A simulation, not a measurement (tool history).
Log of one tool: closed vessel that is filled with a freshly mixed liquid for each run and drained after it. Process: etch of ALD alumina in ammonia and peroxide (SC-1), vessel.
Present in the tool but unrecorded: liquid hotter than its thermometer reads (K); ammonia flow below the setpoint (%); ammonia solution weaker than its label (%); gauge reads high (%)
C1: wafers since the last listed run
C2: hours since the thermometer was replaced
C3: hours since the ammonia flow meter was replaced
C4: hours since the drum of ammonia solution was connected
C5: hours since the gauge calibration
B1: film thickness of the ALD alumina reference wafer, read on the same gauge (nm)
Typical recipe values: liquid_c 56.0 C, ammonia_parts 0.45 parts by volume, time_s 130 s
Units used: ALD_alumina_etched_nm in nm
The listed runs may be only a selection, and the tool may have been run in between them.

run 1 day=0.000 | liquid_c=56.0 ammonia_parts=0.50 time_s=130 | C1=0 C2=1070.1 C3=602.8 C4=471.3 C5=977.3 | B1=80.01 | ALD_alumina_etched_nm=10.60
run 2 day=2.217 | liquid_c=56.0 ammonia_parts=0.55 time_s=70 | C1=3801 C2=1123.3 C3=656.0 C4=524.5 C5=1030.5 | B1=80.02 | ALD_alumina_etched_nm=5.77
run 3 day=6.354 | liquid_c=56.0 ammonia_parts=0.45 time_s=130 | C1=7095 C2=1222.6 C3=755.3 C4=623.8 C5=1129.8 | B1=80.03 | ALD_alumina_etched_nm=10.64
run 4 day=8.750 | liquid_c=56.0 ammonia_parts=0.45 time_s=130 | C1=4108 C2=1280.1 C3=812.8 C4=681.3 C5=1187.3 | B1=79.99 | ALD_alumina_etched_nm=10.63
run 5 day=10.625 | liquid_c=56.0 ammonia_parts=0.45 time_s=175 | C1=3215 C2=1325.1 C3=857.8 C4=726.3 C5=1232.3 | B1=80.00 | ALD_alumina_etched_nm=14.15
-- day=14.083 thermometer replaced
run 6 day=14.204 | liquid_c=56.0 ammonia_parts=0.45 time_s=175 | C1=6066 C2=2.9 C3=943.7 C4=812.2 C5=1318.2 | B1=80.00 | ALD_alumina_etched_nm=13.65
run 7 day=16.892 | liquid_c=56.0 ammonia_parts=0.45 time_s=130 | C1=4608 C2=67.4 C3=1008.2 C4=876.7 C5=1382.7 | B1=80.01 | ALD_alumina_etched_nm=10.21
-- day=19.250 ammonia flow meter replaced
run 8 day=19.821 | liquid_c=56.0 ammonia_parts=0.45 time_s=130 | C1=4951 C2=137.7 C3=13.7 C4=947.0 C5=1453.0 | B1=79.99 | ALD_alumina_etched_nm=10.32
-- day=22.417 new drum of ammonia solution connected
run 9 day=23.392 | liquid_c=56.0 ammonia_parts=0.45 time_s=130 | C1=6052 C2=223.4 C3=99.4 C4=23.4 C5=1538.7 | B1=80.01 | ALD_alumina_etched_nm=10.28
run 10 day=25.317 | liquid_c=56.0 ammonia_parts=0.45 time_s=130 | C1=3301 C2=269.6 C3=145.6 C4=69.6 C5=1584.9 | B1=80.00 | ALD_alumina_etched_nm=10.34
run 11 day=27.879 | liquid_c=56.0 ammonia_parts=0.45 time_s=130 | C1=4394 C2=331.1 C3=207.1 C4=131.1 C5=1646.4 | B1=80.01 | ALD_alumina_etched_nm=10.19
run 12 day=30.092 | liquid_c=56.0 ammonia_parts=0.45 time_s=130 | C1=3794 C2=384.2 C3=260.2 C4=184.2 C5=1699.5 | B1=80.00 | ALD_alumina_etched_nm=10.24
-- day=30.583 gauge calibrated
run 13 day=33.617 | liquid_c=56.0 ammonia_parts=0.25 time_s=175 | C1=6045 C2=468.8 C3=344.8 C4=268.8 C5=72.8 | B1=80.01 | ALD_alumina_etched_nm=13.04
run 14 day=37.329 | liquid_c=56.0 ammonia_parts=0.45 time_s=130 | C1=6366 C2=557.9 C3=433.9 C4=357.9 C5=161.9 | B1=79.98 | ALD_alumina_etched_nm=10.32
run 15 day=40.329 | liquid_c=50.5 ammonia_parts=0.60 time_s=130 | C1=5144 C2=629.9 C3=505.9 C4=429.9 C5=233.9 | B1=80.00 | ALD_alumina_etched_nm=7.90
run 16 day=42.062 | liquid_c=63.0 ammonia_parts=0.45 time_s=165 | C1=2972 C2=671.5 C3=547.5 C4=471.5 C5=275.5 | B1=80.02 | ALD_alumina_etched_nm=18.95
run 17 day=45.179 | liquid_c=56.0 ammonia_parts=0.55 time_s=75 | C1=5344 C2=746.3 C3=622.3 C4=546.3 C5=350.3 | B1=80.02 | ALD_alumina_etched_nm=6.12
run 18 day=48.046 | liquid_c=56.0 ammonia_parts=0.45 time_s=55 | C1=4916 C2=815.1 C3=691.1 C4=615.1 C5=419.1 | B1=80.03 | ALD_alumina_etched_nm=4.45
run 19 day=52.150 | liquid_c=49.0 ammonia_parts=0.40 time_s=175 | C1=7038 C2=913.6 C3=789.6 C4=713.6 C5=517.6 | B1=80.00 | ALD_alumina_etched_nm=9.61
run 20 day=54.583 | liquid_c=56.0 ammonia_parts=0.60 time_s=130 | C1=4173 C2=972.0 C3=848.0 C4=772.0 C5=576.0 | B1=80.00 | ALD_alumina_etched_nm=10.76
run 21 day=56.629 | liquid_c=56.0 ammonia_parts=0.60 time_s=200 | C1=3508 C2=1021.1 C3=897.1 C4=821.1 C5=625.1 | B1=79.98 | ALD_alumina_etched_nm=16.55
-- day=58.675 new drum of ammonia solution connected
-- day=58.892 ammonia flow meter replaced
run 22 day=58.912 | liquid_c=49.0 ammonia_parts=0.35 time_s=65 | C1=3772 C2=1075.9 C3=0.5 C4=5.7 C5=679.9 | B1=79.98 | ALD_alumina_etched_nm=3.54
-- day=61.612 thermometer replaced
run 23 day=62.725 | liquid_c=64.5 ammonia_parts=0.30 time_s=55 | C1=6466 C2=26.7 C3=92.0 C4=97.2 C5=771.4 | B1=80.00 | ALD_alumina_etched_nm=6.43
run 24 day=66.450 | liquid_c=50.5 ammonia_parts=0.60 time_s=105 | C1=6388 C2=116.1 C3=181.4 C4=186.6 C5=860.8 | B1=79.98 | ALD_alumina_etched_nm=6.35
run 25 day=72.546 | liquid_c=49.5 ammonia_parts=0.40 time_s=175 | C1=10454 C2=262.4 C3=327.7 C4=332.9 C5=1007.1 | B1=79.97 | ALD_alumina_etched_nm=9.69
run 26 day=75.821 | liquid_c=59.0 ammonia_parts=0.40 time_s=130 | C1=5616 C2=341.0 C3=406.3 C4=411.5 C5=1085.7 | B1=80.02 | ALD_alumina_etched_nm=11.79
run 27 day=77.833 | liquid_c=56.0 ammonia_parts=0.45 time_s=130 | C1=3451 C2=389.3 C3=454.6 C4=459.8 C5=1134.0 | B1=79.97 | ALD_alumina_etched_nm=10.36
run 28 day=79.662 | liquid_c=61.5 ammonia_parts=0.60 time_s=190 | C1=3136 C2=433.2 C3=498.5 C4=503.7 C5=1177.9 | B1=80.02 | ALD_alumina_etched_nm=20.40
run 29 day=83.279 | liquid_c=52.0 ammonia_parts=0.45 time_s=130 | C1=6202 C2=520.0 C3=585.3 C4=590.5 C5=1264.7 | B1=79.99 | ALD_alumina_etched_nm=8.33
run 30 day=85.871 | liquid_c=48.0 ammonia_parts=0.55 time_s=85 | C1=4444 C2=582.2 C3=647.5 C4=652.7 C5=1326.9 | B1=80.02 | ALD_alumina_etched_nm=4.50

For each entry between runs, how does the tool's hidden state at the last listed run before it compare with that at the first listed run after it?
Run 5 -> run 6: thermometer replaced (day 14.083)
  liquid hotter than its thermometer reads (K): 0.813 -> 0.0412
  measured less the result without the state, ALD_alumina_etched_nm: +0.59 -> +0.03 nm
Run 7 -> run 8: ammonia flow meter replaced (day 19.250)
  liquid hotter than its thermometer reads (K): 0.0779 -> 0.118
  measured less the result without the state, ALD_alumina_etched_nm: +0.05 -> +0.07 nm
Run 8 -> run 9: new drum of ammonia solution connected (day 22.417)
  liquid hotter than its thermometer reads (K): 0.118 -> 0.167
  measured less the result without the state, ALD_alumina_etched_nm: +0.07 -> +0.10 nm
Run 12 -> run 13: gauge calibrated (day 30.583)
  liquid hotter than its thermometer reads (K): 0.258 -> 0.306
  measured less the result without the state, ALD_alumina_etched_nm: +0.14 -> +0.21 nm
Run 21 -> run 22: new drum of ammonia solution connected (day 58.675); ammonia flow meter replaced (day 58.892)
  liquid hotter than its thermometer reads (K): 0.621 -> 0.652
  measured less the result without the state, ALD_alumina_etched_nm: +0.53 -> +0.12 nm
Run 22 -> run 23: thermometer replaced (day 61.612)
  liquid hotter than its thermometer reads (K): 0.652 -> 0.143
  measured less the result without the state, ALD_alumina_etched_nm: +0.12 -> +0.04 nm
